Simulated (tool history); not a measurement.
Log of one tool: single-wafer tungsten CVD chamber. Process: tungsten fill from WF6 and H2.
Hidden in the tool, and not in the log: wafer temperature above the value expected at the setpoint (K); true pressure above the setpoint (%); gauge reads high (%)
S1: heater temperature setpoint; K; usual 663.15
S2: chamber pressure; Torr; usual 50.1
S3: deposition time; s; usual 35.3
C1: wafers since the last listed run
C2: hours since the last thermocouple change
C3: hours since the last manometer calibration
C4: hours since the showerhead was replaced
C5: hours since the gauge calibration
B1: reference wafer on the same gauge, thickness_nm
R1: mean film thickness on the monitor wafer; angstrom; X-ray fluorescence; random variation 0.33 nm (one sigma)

Run 1, hour 0.0: usual settings but S1 651.15 K; C1 0; C2 1426.4; C3 1082.0; C4 5002.2; C5 57.4; B1 110.955. Result: R1 859.90 angstrom.
Run 2, hour 16.7: usual settings but S1 651.15 K; C1 292; C2 1443.1; C3 1098.7; C4 5018.9; C5 74.1; B1 111.024. Result: R1 860.64 angstrom.
Run 3, hour 48.9: usual settings but S1 651.15 K; C1 563; C2 1475.3; C3 1130.9; C4 5051.1; C5 106.3; B1 111.023. Result: R1 854.15 angstrom.
Run 4, hour 67.0: usual settings but S3 31.1 s; C1 316; C2 1493.4; C3 1149.0; C4 5069.2; C5 124.4; B1 110.963. Result: R1 993.97 angstrom.
Run 5, hour 79.3: usual settings but S2 40.9 Torr; C1 215; C2 1505.7; C3 1161.3; C4 5081.5; C5 136.7; B1 110.979. Result: R1 1067.82 angstrom.
Run 6, hour 109.1: usual settings; C1 521; C2 1535.5; C3 1191.1; C4 5111.3; C5 166.5; B1 110.992. Result: R1 1135.22 angstrom.
At hour 137.6: gauge calibrated.
Run 7, hour 139.1: usual settings; C1 525; C2 1565.5; C3 1221.1; C4 5141.3; C5 1.5; B1 110.947. Result: R1 1136.05 angstrom.
Run 8, hour 163.0: usual settings; C1 418; C2 1589.4; C3 1245.0; C4 5165.2; C5 25.4; B1 110.937. Result: R1 1133.51 angstrom.
At hour 191.1: thermocouple changed; heater temperature recalibrated.
Run 9, hour 191.6: usual settings; C1 360; C2 0.5; C3 1273.6; C4 5193.8; C5 54.0; B1 110.983. Result: R1 1130.53 angstrom.
Run 10, hour 221.8: usual settings but S1 668.15 K, S2 62.3 Torr, S3 30.5 s; C1 528; C2 30.7; C3 1303.8; C4 5224.0; C5 84.2; B1 111.035. Result: R1 1157.41 angstrom.
Run 11, hour 246.3: usual settings but S1 668.15 K, S3 37.3 s; C1 429; C2 55.2; C3 1328.3; C4 5248.5; C5 108.7; B1 111.089. Result: R1 1332.73 angstrom.
At hour 271.4: capacitance manometer re-zeroed and calibrated.
Run 12, hour 271.9: usual settings but S2 43.2 Torr; C1 308; C2 80.8; C3 0.5; C4 5274.1; C5 134.3; B1 110.943. Result: R1 1075.28 angstrom.
Run 13, hour 290.1: usual settings but S2 55.3 Torr; C1 318; C2 99.0; C3 18.7; C4 5292.3; C5 152.5; B1 110.992. Result: R1 1165.52 angstrom.
At hour 322.6: showerhead replaced.
Run 14, hour 323.1: usual settings; C1 437; C2 132.0; C3 51.7; C4 0.5; C5 185.5; B1 111.009. Result: R1 1134.22 angstrom.
At hour 342.7: gauge calibrated.
Run 15, hour 343.7: usual settings but S2 57.8 Torr; C1 360; C2 152.6; C3 72.3; C4 21.1; C5 1.0; B1 110.983. Result: R1 1179.12 angstrom.
Run 16, hour 364.6: usual settings; C1 366; C2 173.5; C3 93.2; C4 42.0; C5 21.9; B1 111.066. Result: R1 1133.81 angstrom.
Run 17, hour 389.6: usual settings but S1 674.15 K, S3 28.8 s; C1 437; C2 198.5; C3 118.2; C4 67.0; C5 46.9; B1 111.016. Result: R1 1165.97 angstrom.
Run 18, hour 423.4: usual settings but S1 651.15 K, S2 46.2 Torr, S3 40.3 s; C1 591; C2 232.3; C3 152.0; C4 100.8; C5 80.7; B1 110.937. Result: R1 956.46 angstrom.

Forecast each of these 3 alternatives for the next run:
Run A, hour 423.8: usual settings but S1 674.15 K; C1 7; C2 232.7; C3 152.4; C4 101.2; C5 81.1; B1 ?. Result: R1 ?.
Run B, hour 423.8: usual settings but S3 38.8 s; C1 7; C2 232.7; C3 152.4; C4 101.2; C5 81.1; B1 ?. Result: R1 ?.
Run C, hour 423.8: usual settings but S2 41.9 Torr, S3 41.1 s; C1 7; C2 232.7; C3 152.4; C4 101.2; C5 81.1; B1 ?. Result: R1 ?.

run       B1       R1
  A  111.037  1428.52
  B  111.037  1243.81
  C  111.037  1251.66
Without the tool's hidden state the same runs would have given:
run       R1
  A  1428.52
  B  1243.81
  C  1251.66

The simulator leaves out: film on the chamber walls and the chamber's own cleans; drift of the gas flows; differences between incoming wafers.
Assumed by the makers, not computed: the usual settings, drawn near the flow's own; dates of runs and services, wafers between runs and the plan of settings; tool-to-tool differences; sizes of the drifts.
